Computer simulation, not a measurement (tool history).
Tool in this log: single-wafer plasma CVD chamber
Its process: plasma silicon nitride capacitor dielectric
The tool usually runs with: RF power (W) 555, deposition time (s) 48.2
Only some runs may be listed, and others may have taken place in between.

run   hour  RF power (W)  deposition time (s)  wafers since the last listed run  hours since the last RF generator calibration  hours since the showerhead was replaced  hours since the gauge calibration  read-back reference wafer on the same gauge, thickness_nm  mean film thickness on the monitor wafer (angstrom)
  1    0.0           555                 48.2                                 0                                         1674.6                                   2022.8                              324.9                                                     64.368                                               754.48
  2   15.9           555                 48.2                               436                                         1690.5                                   2038.7                              340.8                                                     64.337                                               756.00
  3   26.0           555                 48.2                               277                                         1700.6                                   2048.8                              350.9                                                     64.358                                               756.19
  4   66.2           555                 48.2                              1104                                         1740.8                                   2089.0                              391.1                                                     64.427                                               755.21
      74.3  -- gauge calibrated
  5  118.4           555                 48.2                              1434                                         1793.0                                   2141.2                               44.1                                                     64.416                                               755.14
  6  133.9           555                 48.2                               425                                         1808.5                                   2156.7                               59.6                                                     64.405                                               753.34
  7  149.3           555                 48.2                               423                                         1823.9                                   2172.1                               75.0                                                     64.428                                               753.88
  8  161.7           555                 48.2                               340                                         1836.3                                   2184.5                               87.4                                                     64.373                                               751.92
  9  188.1           555                 48.2                               725                                         1862.7                                   2210.9                              113.8                                                     64.427                                               752.79
 10  198.4           555                 48.2                               282                                         1873.0                                   2221.2                              124.1                                                     64.432                                               753.71
 11  207.8           620                 48.2                               258                                         1882.4                                   2230.6                              133.5                                                     64.427                                               789.60
 12  216.0           620                 48.2                               225                                         1890.6                                   2238.8                              141.7                                                     64.453                                               788.42
 13  224.1           525                 48.2                               222                                         1898.7                                   2246.9                              149.8                                                     64.405                                               733.08
 14  240.1           525                 48.2                               439                                         1914.7                                   2262.9                              165.8                                                     64.430                                               734.04
 15  251.3           555                 48.2                               307                                         1925.9                                   2274.1                              177.0                                                     64.401                                               752.84
 16  258.0           610                 48.2                               184                                         1932.6                                   2280.8                              183.7                                                     64.419                                               782.08
 17  273.6           610                 48.2                               428                                         1948.2                                   2296.4                              199.3                                                     64.398                                               780.58
 18  284.4           645                 48.2                               296                                         1959.0                                   2307.2                              210.1                                                     64.377                                               800.81
 19  290.8           555                 53.6                               175                                         1965.4                                   2313.6                              216.5                                                     64.378                                               834.70
 20  299.5           605                 38.8                               239                                         1974.1                                   2322.3                              225.2                                                     64.414                                               627.80
 21  316.0           665                 48.2                               453                                         1990.6                                   2338.8                              241.7                                                     64.378                                               809.10
 22  326.8           640                 53.7                               296                                         2001.4                                   2349.6                              252.5                                                     64.405                                               885.99
 23  341.6           555                 48.2                               406                                         2016.2                                   2364.4                              267.3                                                     64.389                                               752.07
 24  380.0           555                 48.2                              1054                                         2054.6                                   2402.8                              305.7                                                     64.375                                               748.13
 25  393.0           645                 45.5                               357                                         2067.6                                   2415.8                              318.7                                                     64.386                                               753.83
 26  400.1           515                 45.6                               195                                         2074.7                                   2422.9                              325.8                                                     64.384                                               688.62
 27  410.1           625                 57.7                               274                                         2084.7                                   2432.9                              335.8                                                     64.396                                               943.23
     419.1  -- gauge calibrated
     433.2  -- RF generator calibrated
     446.7  -- showerhead replaced
 28  454.0           555                 48.2                               766                                           20.8                                      7.3                               34.9                                                     64.420                                               770.73
 29  465.8           555                 48.2                               324                                           32.6                                     19.1                               46.7                                                     64.422                                               770.99
 30  515.7           655                 42.9                              1370                                           82.5                                     69.0                               96.6                                                     64.405                                               732.98
 31  525.4           660                 42.2                               266                                           92.2                                     78.7                              106.3                                                     64.404                                               725.14
 32  539.2           455                 39.4                               379                                          106.0                                     92.5                              120.1                                                     64.362                                               577.58
 33  549.6           650                 45.4                               285                                          116.4                                    102.9                              130.5                                                     64.412                                               773.84
 34  566.7           485                 55.9                               469                                          133.5                                    120.0                              147.6                                                     64.437                                               842.21
 35  578.4           610                 50.7                               321                                          145.2                                    131.7                              159.3                                                     64.371                                               844.36
 36  595.9           460                 42.7                               480                                          162.7                                    149.2                              176.8                                                     64.402                                               627.54

Forecast each of these 5 alternatives for the next run:
  A  596.3           460                 48.2                                10                                          163.1                                    149.6                              177.2                                                          ?                                                    ?
  B  596.3           595                 55.6                                10                                          163.1                                    149.6                              177.2                                                          ?                                                    ?
  C  596.3           480                 44.8                                10                                          163.1                                    149.6                              177.2                                                          ?                                                    ?
  D  596.3           475                 43.1                                10                                          163.1                                    149.6                              177.2                                                          ?                                                    ?
  E  596.3           465                 41.7                                10                                          163.1                                    149.6                              177.2                                                          ?                                                    ?

run  read-back reference wafer on the same gauge, thickness_nm  mean film thickness on the monitor wafer (angstrom)
  A                                                     64.409                                               707.48
  B                                                     64.409                                               915.17
  C                                                     64.409                                               670.85
  D                                                     64.409                                               642.26
  E                                                     64.409                                               615.22
What these runs would have given with no unlogged condition in the tool:
run  mean film thickness on the monitor wafer (angstrom)
  A                                               707.94
  B                                               915.76
  C                                               671.28
  D                                               642.67
  E                                               615.61
